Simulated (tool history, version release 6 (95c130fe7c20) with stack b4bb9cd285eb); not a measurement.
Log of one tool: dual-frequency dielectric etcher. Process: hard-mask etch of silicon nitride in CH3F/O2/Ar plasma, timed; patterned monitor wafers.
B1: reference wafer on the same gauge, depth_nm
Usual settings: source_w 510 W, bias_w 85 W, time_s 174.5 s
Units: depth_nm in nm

run 1 hour=0 | source_w=550 bias_w=85 time_s=195 | B1=144 | depth_nm=154.6
run 2 hour=17.2 | source_w=550 bias_w=85 time_s=195 | B1=144 | depth_nm=155.4
run 3 hour=32.3 | source_w=510 bias_w=85 time_s=174.5 | B1=143.9 | depth_nm=133.5
-- hour=46.3 gauge calibrated
run 4 hour=47.6 | source_w=510 bias_w=85 time_s=174.5 | B1=144 | depth_nm=134.2
-- hour=59.9 source power generator calibrated
run 5 hour=60.4 | source_w=510 bias_w=85 time_s=174.5 | B1=143.9 | depth_nm=134.2
run 6 hour=72.8 | source_w=510 bias_w=85 time_s=174.5 | B1=144 | depth_nm=134
-- hour=101.4 upper electrode replaced
-- hour=117.9 wet clean of the chamber
-- hour=120.4 bias power generator calibrated
run 7 hour=120.9 | source_w=510 bias_w=85 time_s=174.5 | B1=144 | depth_nm=140.8
run 8 hour=121.2 | source_w=590 bias_w=85 time_s=142.5 | B1=144.1 | depth_nm=121.2
run 9 hour=121.6 | source_w=510 bias_w=85 time_s=216.5 | B1=144 | depth_nm=174.2
run 10 hour=122 | source_w=510 bias_w=85 time_s=174.5 | B1=144 | depth_nm=140.8
run 11 hour=123.4 | source_w=570 bias_w=95 time_s=151 | B1=144 | depth_nm=131
run 12 hour=130 | source_w=630 bias_w=85 time_s=148 | B1=144 | depth_nm=129.6
run 13 hour=138 | source_w=510 bias_w=100 time_s=214.5 | B1=144 | depth_nm=180.1
run 14 hour=154.1 | source_w=510 bias_w=85 time_s=137 | B1=144 | depth_nm=110.2

Forecast each of these 4 alternatives for the next run:
run A hour=154.6 | source_w=510 bias_w=93 time_s=174.5 | B1=? | depth_nm=?
run B hour=154.6 | source_w=560 bias_w=74 time_s=174.5 | B1=? | depth_nm=?
run C hour=154.6 | source_w=590 bias_w=93 time_s=202.5 | B1=? | depth_nm=?
run D hour=154.6 | source_w=430 bias_w=93 time_s=137 | B1=? | depth_nm=?

run=A B1=143.9 depth_nm=143.5
run=B B1=143.9 depth_nm=139.9
run=C B1=143.9 depth_nm=176.2
run=D B1=143.9 depth_nm=105.4
Without the tool's hidden state the same runs would have given:
run=A depth_nm=143.4
run=B depth_nm=139.8
run=C depth_nm=176
run=D depth_nm=105.4

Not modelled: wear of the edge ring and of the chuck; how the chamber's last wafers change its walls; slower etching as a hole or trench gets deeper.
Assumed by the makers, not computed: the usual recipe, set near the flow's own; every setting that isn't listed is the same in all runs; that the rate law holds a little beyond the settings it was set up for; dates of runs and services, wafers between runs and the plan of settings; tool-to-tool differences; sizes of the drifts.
